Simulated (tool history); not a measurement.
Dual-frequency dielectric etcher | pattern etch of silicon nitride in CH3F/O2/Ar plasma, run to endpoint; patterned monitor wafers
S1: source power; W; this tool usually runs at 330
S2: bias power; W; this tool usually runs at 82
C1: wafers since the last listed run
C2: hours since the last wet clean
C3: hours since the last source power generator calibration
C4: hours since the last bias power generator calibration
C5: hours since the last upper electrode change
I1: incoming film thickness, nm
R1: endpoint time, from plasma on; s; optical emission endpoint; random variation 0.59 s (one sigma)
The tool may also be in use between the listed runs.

{"run": 1, "hour": 0.0, "S1": 330, "S2": 82, "C1": 0, "C2": 54.9, "C3": 1638.9, "C4": 2944.5, "C5": 4497.3, "I1": 44.01, "R1": 67.4}
{"run": 2, "hour": 64.6, "S1": 330, "S2": 82, "C1": 806, "C2": 119.5, "C3": 1703.5, "C4": 3009.1, "C5": 4561.9, "I1": 44.69, "R1": 67.6}
{"run": 3, "hour": 98.4, "S1": 290, "S2": 82, "C1": 422, "C2": 153.3, "C3": 1737.3, "C4": 3042.9, "C5": 4595.7, "I1": 44.42, "R1": 71.3}
{"run": 4, "hour": 144.7, "S1": 290, "S2": 82, "C1": 578, "C2": 199.6, "C3": 1783.6, "C4": 3089.2, "C5": 4642.0, "I1": 44.06, "R1": 70.0}
{"run": 5, "hour": 171.2, "S1": 330, "S2": 82, "C1": 330, "C2": 226.1, "C3": 1810.1, "C4": 3115.7, "C5": 4668.5, "I1": 44.21, "R1": 67.6}
{"run": 6, "hour": 236.3, "S1": 330, "S2": 82, "C1": 812, "C2": 291.2, "C3": 1875.2, "C4": 3180.8, "C5": 4733.6, "I1": 44.3, "R1": 65.5}
{"run": 7, "hour": 282.6, "S1": 330, "S2": 92, "C1": 578, "C2": 337.5, "C3": 1921.5, "C4": 3227.1, "C5": 4779.9, "I1": 43.94, "R1": 62.1}
{"hour": 340.2, "done": "source power generator calibrated"}
{"run": 8, "hour": 340.9, "S1": 330, "S2": 82, "C1": 677, "C2": 395.8, "C3": 0.7, "C4": 3285.4, "C5": 4838.2, "I1": 44.14, "R1": 65.7}
{"run": 9, "hour": 395.5, "S1": 330, "S2": 82, "C1": 681, "C2": 450.4, "C3": 55.3, "C4": 3340.0, "C5": 4892.8, "I1": 43.96, "R1": 65.3}
{"run": 10, "hour": 420.5, "S1": 330, "S2": 82, "C1": 312, "C2": 475.4, "C3": 80.3, "C4": 3365.0, "C5": 4917.8, "I1": 44.03, "R1": 65.1}
{"hour": 469.7, "done": "wet clean of the chamber"}
{"run": 11, "hour": 470.2, "S1": 330, "S2": 82, "C1": 320, "C2": 0.5, "C3": 130.0, "C4": 3414.7, "C5": 4967.5, "I1": 43.92, "R1": 73.6}
{"run": 12, "hour": 526.6, "S1": 330, "S2": 82, "C1": 704, "C2": 56.9, "C3": 186.4, "C4": 3471.1, "C5": 5023.9, "I1": 44.56, "R1": 72.7}
{"hour": 541.3, "done": "bias power generator calibrated"}
{"run": 13, "hour": 561.6, "S1": 290, "S2": 75, "C1": 387, "C2": 91.9, "C3": 221.4, "C4": 20.3, "C5": 5058.9, "I1": 44.42, "R1": 79.6}
{"hour": 590.5, "done": "wet clean of the chamber, repeated, since the last time left the tool worse"}
{"run": 14, "hour": 603.5, "S1": 260, "S2": 89, "C1": 223, "C2": 13.0, "C3": 263.3, "C4": 62.2, "C5": 5100.8, "I1": 43.79, "R1": 70.1}
{"run": 15, "hour": 629.9, "S1": 330, "S2": 82, "C1": 329, "C2": 39.4, "C3": 289.7, "C4": 88.6, "C5": 5127.2, "I1": 44.31, "R1": 68.4}
{"run": 16, "hour": 682.8, "S1": 330, "S2": 89, "C1": 660, "C2": 92.3, "C3": 342.6, "C4": 141.5, "C5": 5180.1, "I1": 44.14, "R1": 65.3}
{"hour": 730.5, "done": "upper electrode replaced"}
{"run": 17, "hour": 731.0, "S1": 380, "S2": 90, "C1": 302, "C2": 140.5, "C3": 390.8, "C4": 189.7, "C5": 0.5, "I1": 43.54, "R1": 59.5}
{"run": 18, "hour": 761.1, "S1": 330, "S2": 97, "C1": 375, "C2": 170.6, "C3": 420.9, "C4": 219.8, "C5": 30.6, "I1": 43.89, "R1": 60.9}
{"run": 19, "hour": 877.8, "S1": 300, "S2": 99, "C1": 1457, "C2": 287.3, "C3": 537.6, "C4": 336.5, "C5": 147.3, "I1": 44.21, "R1": 62.9}
{"run": 20, "hour": 905.1, "S1": 380, "S2": 74, "C1": 340, "C2": 314.6, "C3": 564.9, "C4": 363.8, "C5": 174.6, "I1": 44.11, "R1": 66.6}
{"run": 21, "hour": 933.4, "S1": 260, "S2": 75, "C1": 353, "C2": 342.9, "C3": 593.2, "C4": 392.1, "C5": 202.9, "I1": 44.26, "R1": 76.0}
{"run": 22, "hour": 968.9, "S1": 370, "S2": 82, "C1": 443, "C2": 378.4, "C3": 628.7, "C4": 427.6, "C5": 238.4, "I1": 43.79, "R1": 62.5}

Same runs, no hidden state in the tool, same run-to-run variation:
Hidden state at play: etch rate over this chamber's usual, %; source power that arrives over what is set, %; bias power that arrives over what is set, %.
run=1 R1=68.1
run=2 R1=68.6
run=3 R1=72.5
run=4 R1=71.4
run=5 R1=69.0
run=6 R1=67.2
run=7 R1=63.9
run=8 R1=67.9
run=9 R1=67.8
run=10 R1=67.7
run=11 R1=68.5
run=12 R1=68.0
run=13 R1=74.7
run=14 R1=70.0
run=15 R1=68.5
run=16 R1=65.6
run=17 R1=60.0
run=18 R1=61.6
run=19 R1=64.2
run=20 R1=68.0
run=21 R1=77.7
run=22 R1=64.1

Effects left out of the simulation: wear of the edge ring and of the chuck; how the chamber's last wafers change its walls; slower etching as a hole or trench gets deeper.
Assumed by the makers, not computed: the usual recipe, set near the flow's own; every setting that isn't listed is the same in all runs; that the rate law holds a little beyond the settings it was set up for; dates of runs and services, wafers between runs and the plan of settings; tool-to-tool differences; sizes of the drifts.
